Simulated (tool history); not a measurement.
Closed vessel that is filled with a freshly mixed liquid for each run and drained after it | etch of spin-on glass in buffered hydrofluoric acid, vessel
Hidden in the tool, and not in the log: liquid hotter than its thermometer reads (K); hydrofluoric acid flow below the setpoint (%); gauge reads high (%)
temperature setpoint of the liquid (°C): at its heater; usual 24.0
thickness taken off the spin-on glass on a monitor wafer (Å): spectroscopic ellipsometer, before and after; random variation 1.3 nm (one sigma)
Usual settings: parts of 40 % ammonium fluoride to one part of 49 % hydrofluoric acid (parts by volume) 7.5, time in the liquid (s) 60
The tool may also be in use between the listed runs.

run,hour,temperature setpoint of the liquid (°C),parts of 40 % ammonium fluoride to one part of 49 % hydrofluoric acid (parts by volume),time in the liquid (s),wafers since the last listed run,hours since the thermometer was replaced,hours since the hydrofluoric acid flow meter was replaced,hours since the gauge calibration,"read-back film thickness of the spin-on glass reference wafer, read on the same gauge (nm)",thickness taken off the spin-on glass on a monitor wafer (Å)
1,0.0,24.0,7.5,60,0,272.9,2446.3,646.7,129.98,1283.6
2,31.8,24.0,7.5,60,4342,304.7,2478.1,678.5,130.00,1278.3
3,91.8,24.0,7.5,60,8192,364.7,2538.1,738.5,130.00,1278.6
4,124.6,22.5,6.5,60,4478,397.5,2570.9,771.3,129.99,1361.9
5,188.2,22.5,6.5,60,8684,461.1,2634.5,834.9,130.01,1385.7
6,221.7,24.0,7.5,60,4574,494.6,2668.0,868.4,130.01,1261.5
7,285.7,21.0,6.0,60,8739,558.6,2732.0,932.4,130.02,1345.2
8,343.4,21.0,6.0,60,7878,616.3,2789.7,990.1,130.01,1348.8
# hour 357.5: hydrofluoric acid flow meter replaced
9,377.4,24.0,7.5,60,4506,650.3,19.9,1024.1,130.01,1411.8
10,419.0,24.0,7.5,60,5680,691.9,61.5,1065.7,129.98,1376.4
11,469.9,24.0,7.5,60,6950,742.8,112.4,1116.6,130.03,1396.6
12,524.9,24.0,8.5,40,7510,797.8,167.4,1171.6,129.97,812.0
13,582.7,27.0,7.5,85,7892,855.6,225.2,1229.4,129.99,2312.3
14,649.2,20.5,7.5,90,9080,922.1,291.7,1295.9,129.99,1718.9
15,720.2,27.0,7.5,35,9694,993.1,362.7,1366.9,130.00,945.5
16,747.8,24.0,5.0,60,3768,1020.7,390.3,1394.5,130.00,1980.7
17,782.7,24.0,7.5,80,4765,1055.6,425.2,1429.4,130.00,1836.5
18,814.1,24.0,7.5,60,4287,1087.0,456.6,1460.8,130.02,1397.0
19,880.3,26.5,7.5,60,9039,1153.2,522.8,1527.0,129.99,1606.9
20,923.7,24.0,7.5,45,5926,1196.6,566.2,1570.4,129.99,1032.6
21,990.5,24.0,7.5,60,9121,1263.4,633.0,1637.2,129.99,1372.1
22,1060.3,27.0,7.5,85,9531,1333.2,702.8,1707.0,130.01,2318.2
# hour 1071.8: thermometer replaced
23,1103.8,28.5,6.5,30,5803,32.0,746.3,1750.5,129.98,1006.3
24,1173.2,22.0,7.5,70,9476,101.4,815.7,1819.9,130.02,1411.5
# hour 1277.8: gauge calibrated
25,1322.8,26.5,10.0,85,20427,251.0,965.3,45.0,130.00,1701.2
26,1380.9,24.0,7.5,60,7933,309.1,1023.4,103.1,129.99,1354.6
27,1439.0,28.5,7.5,60,7933,367.2,1081.5,161.2,129.98,1714.8
28,1508.9,28.5,10.0,80,9544,437.1,1151.4,231.1,130.00,1732.3
29,1541.1,24.0,9.5,60,4396,469.3,1183.6,263.3,130.02,1085.3
30,1605.7,20.0,6.5,95,8820,533.9,1248.2,327.9,130.01,1986.6
31,1632.6,24.0,7.5,60,3673,560.8,1275.1,354.8,129.98,1318.6
32,1692.6,24.0,7.5,60,8192,620.8,1335.1,414.8,130.03,1332.4
33,1732.6,21.0,6.5,60,5461,660.8,1375.1,454.8,130.03,1299.5
34,1773.5,24.0,7.5,60,5584,701.7,1416.0,495.7,129.99,1327.0

Hidden state at the last listed run before each entry between runs and at the first one after, where it differs:
Between runs 8 and 9: hydrofluoric acid flow meter replaced (hour 357.5)
  hydrofluoric acid flow below the setpoint (%): 10.9 -> 1.67
  measured less the result without the state, thickness taken off the spin-on glass on a monitor wafer (Å): -141.1 -> -26.1
Between runs 22 and 23: thermometer replaced (hour 1071.8)
  hydrofluoric acid flow below the setpoint (%): 4.22 -> 4.38
  measured less the result without the state, thickness taken off the spin-on glass on a monitor wafer (Å): -110.8 -> -39.8
Between runs 24 and 25: gauge calibrated (hour 1277.8)
  hydrofluoric acid flow below the setpoint (%): 4.64 -> 5.2
  measured less the result without the state, thickness taken off the spin-on glass on a monitor wafer (Å): -74.4 -> -90.7

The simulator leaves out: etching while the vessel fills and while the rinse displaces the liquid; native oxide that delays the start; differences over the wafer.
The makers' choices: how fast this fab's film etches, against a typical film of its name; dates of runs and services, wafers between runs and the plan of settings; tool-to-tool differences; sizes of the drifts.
